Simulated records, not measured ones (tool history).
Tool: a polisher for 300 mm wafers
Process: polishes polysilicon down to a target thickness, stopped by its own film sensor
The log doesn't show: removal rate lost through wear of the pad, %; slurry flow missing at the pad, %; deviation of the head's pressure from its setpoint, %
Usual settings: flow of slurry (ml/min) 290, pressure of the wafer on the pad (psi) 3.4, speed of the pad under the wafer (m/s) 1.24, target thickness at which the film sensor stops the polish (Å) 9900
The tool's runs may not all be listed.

| run | hour | flow of slurry (ml/min) | pressure of the wafer on the pad (psi) | speed of the pad under the wafer (m/s) | target thickness at which the film sensor stops the polish (Å) | wafers since the last listed run | wafers polished on this pad | hours since the slurry nozzle was cleaned | hours since the head pressure was calibrated | incoming thickness of the incoming film, nm | time until the film sensor stopped the polish (s) |
|---|---|---|---|---|---|---|---|---|---|---|---|
| 1 | 0 | 290 | 3.4 | 1.24 | 9900 | 0 | 1251 | 33.8 | 418.8 | 1832.7 | 63.8 |
| 2 | 13.2 | 290 | 3.4 | 1.24 | 9900 | 86 | 1338 | 47 | 432 | 1802.6 | 61.6 |
|  | 46.6 | worn pad replaced by a new one |
| 3 | 48.8 | 290 | 3.4 | 1.52 | 9900 | 206 | 14 | 82.6 | 467.6 | 1785.7 | 48.8 |
| 4 | 68.4 | 290 | 3.4 | 1.24 | 9900 | 128 | 142 | 102.2 | 487.2 | 1771.8 | 60.8 |
| 5 | 98.7 | 290 | 3.4 | 1.24 | 9900 | 198 | 340 | 132.5 | 517.5 | 1768.5 | 59.9 |
| 6 | 131.7 | 290 | 3.4 | 1.24 | 9900 | 216 | 557 | 165.5 | 550.5 | 1794.6 | 62.8 |
| 7 | 158 | 290 | 4.2 | 1.02 | 9900 | 172 | 729 | 191.8 | 576.8 | 1790.8 | 62 |
| 8 | 192 | 290 | 3.4 | 1.24 | 9900 | 222 | 951 | 225.8 | 610.8 | 1821.5 | 65.9 |
| 9 | 214.8 | 290 | 3.4 | 1.24 | 9900 | 149 | 1101 | 248.6 | 633.6 | 1822.8 | 64.2 |
| 10 | 239.7 | 330 | 3.8 | 1.24 | 9900 | 163 | 1264 | 273.5 | 658.5 | 1809.4 | 57.7 |
| 11 | 272.9 | 350 | 3.4 | 1.4 | 9900 | 217 | 1481 | 306.7 | 691.7 | 1809.6 | 56.8 |
|  | 277 | worn pad replaced by a new one |
| 12 | 304.7 | 290 | 3.4 | 1.24 | 9900 | 181 | 181 | 338.5 | 723.5 | 1785 | 61.1 |
|  | 316.4 | slurry nozzle cleaned |
| 13 | 331.1 | 375 | 3.4 | 1.24 | 12580 | 166 | 347 | 14.7 | 749.9 | 1789.2 | 40.7 |
| 14 | 359.3 | 290 | 3.4 | 1.24 | 9900 | 184 | 532 | 42.9 | 778.1 | 1768.7 | 59.2 |
|  | 368.3 | head pressure recalibrated |
| 15 | 380.9 | 220 | 3.4 | 1.44 | 9900 | 128 | 660 | 64.5 | 12.6 | 1811.7 | 60.2 |
| 16 | 410.1 | 290 | 3.4 | 1.24 | 9900 | 191 | 851 | 93.7 | 41.8 | 1805 | 66.5 |
| 17 | 436.8 | 290 | 3.4 | 1.24 | 9900 | 174 | 1026 | 120.4 | 68.5 | 1795.4 | 67.9 |
| 18 | 453.2 | 205 | 4.1 | 0.88 | 9900 | 107 | 1133 | 136.8 | 84.9 | 1801.2 | 81.9 |
| 19 | 485.3 | 290 | 3.4 | 1.24 | 9900 | 210 | 1343 | 168.9 | 117 | 1828.6 | 69.5 |
| 20 | 500.9 | 290 | 3.4 | 1.24 | 9900 | 102 | 1445 | 184.5 | 132.6 | 1823.9 | 69 |
| 21 | 516.5 | 290 | 3.4 | 1.24 | 9900 | 102 | 1548 | 200.1 | 148.2 | 1803.3 | 68.7 |
|  | 537.6 | worn pad replaced by a new one |
| 22 | 546.5 | 290 | 2.9 | 1.24 | 9900 | 170 | 58 | 230.1 | 178.2 | 1813.4 | 75.8 |
| 23 | 580.3 | 380 | 4.3 | 1.02 | 7190 | 221 | 279 | 263.9 | 212 | 1794.8 | 86.6 |
| 24 | 600.5 | 290 | 4.2 | 1.02 | 9900 | 132 | 411 | 284.1 | 232.2 | 1790.6 | 71 |
| 25 | 616.9 | 290 | 3.4 | 1.24 | 9900 | 107 | 519 | 300.5 | 248.6 | 1783 | 67.6 |
|  | 626 | head pressure recalibrated, repeated, since the last time left the tool worse |
|  | 634.2 | slurry nozzle cleaned |
| 26 | 644.7 | 260 | 3 | 0.86 | 7820 | 162 | 681 | 10.5 | 18.7 | 1805.1 | 120 |
| 27 | 666.5 | 220 | 3.4 | 1.56 | 9900 | 142 | 824 | 32.3 | 40.5 | 1787.7 | 47.7 |
| 28 | 698.6 | 375 | 3.1 | 1.52 | 12420 | 210 | 1034 | 64.4 | 72.6 | 1818.5 | 36.4 |
| 29 | 715.8 | 210 | 3.4 | 0.94 | 9900 | 112 | 1147 | 81.6 | 89.8 | 1788.3 | 78 |
| 30 | 733.3 | 290 | 3.4 | 1.54 | 9900 | 114 | 1261 | 99.1 | 107.3 | 1803.8 | 47.9 |
| 31 | 757.5 | 220 | 3.4 | 1.58 | 9900 | 158 | 1420 | 123.3 | 131.5 | 1779.1 | 46.9 |
| 32 | 771 | 290 | 3.4 | 0.88 | 9900 | 88 | 1508 | 136.8 | 145 | 1790 | 80.5 |
|  | 790.1 | worn pad replaced by a new one |
| 33 | 820.4 | 290 | 3.8 | 1.24 | 9900 | 297 | 198 | 186.2 | 194.4 | 1796.9 | 54.9 |
| 34 | 841.2 | 290 | 3.4 | 1.24 | 8950 | 136 | 334 | 207 | 215.2 | 1775.5 | 66.3 |
| 35 | 912.3 | 290 | 3.4 | 1.24 | 8750 | 465 | 799 | 278.1 | 286.3 | 1776.8 | 67.1 |
| 36 | 932.9 | 290 | 3.4 | 0.9 | 9900 | 134 | 934 | 298.7 | 306.9 | 1790.1 | 80.6 |

Measured less the same run without the tool's hidden state. The same run-to-run variation is in both; the gauge's scatter may not be:
| run | time until the film sensor stopped the polish (s) |
|---|---|
| 1 | +1.9 |
| 2 | +1.9 |
| 3 | +1.7 |
| 4 | +2.2 |
| 5 | +2.3 |
| 6 | +2.5 |
| 7 | +2.6 |
| 8 | +3 |
| 9 | +3 |
| 10 | +2.9 |
| 11 | +2.9 |
| 12 | +3.4 |
| 13 | +2.3 |
| 14 | +3.5 |
| 15 | +6.4 |
| 16 | +7.2 |
| 17 | +7.5 |
| 18 | +9.2 |
| 19 | +7.9 |
| 20 | +8 |
| 21 | +8 |
| 22 | +9 |
| 23 | +10.6 |
| 24 | +8.7 |
| 25 | +8.4 |
| 26 | -0.4 |
| 27 | -0.1 |
| 28 | +0 |
| 29 | +0.1 |
| 30 | +0.2 |
| 31 | +0.2 |
| 32 | +0.5 |
| 33 | +0.6 |
| 34 | +0.8 |
| 35 | +1.2 |
| 36 | +1.6 |
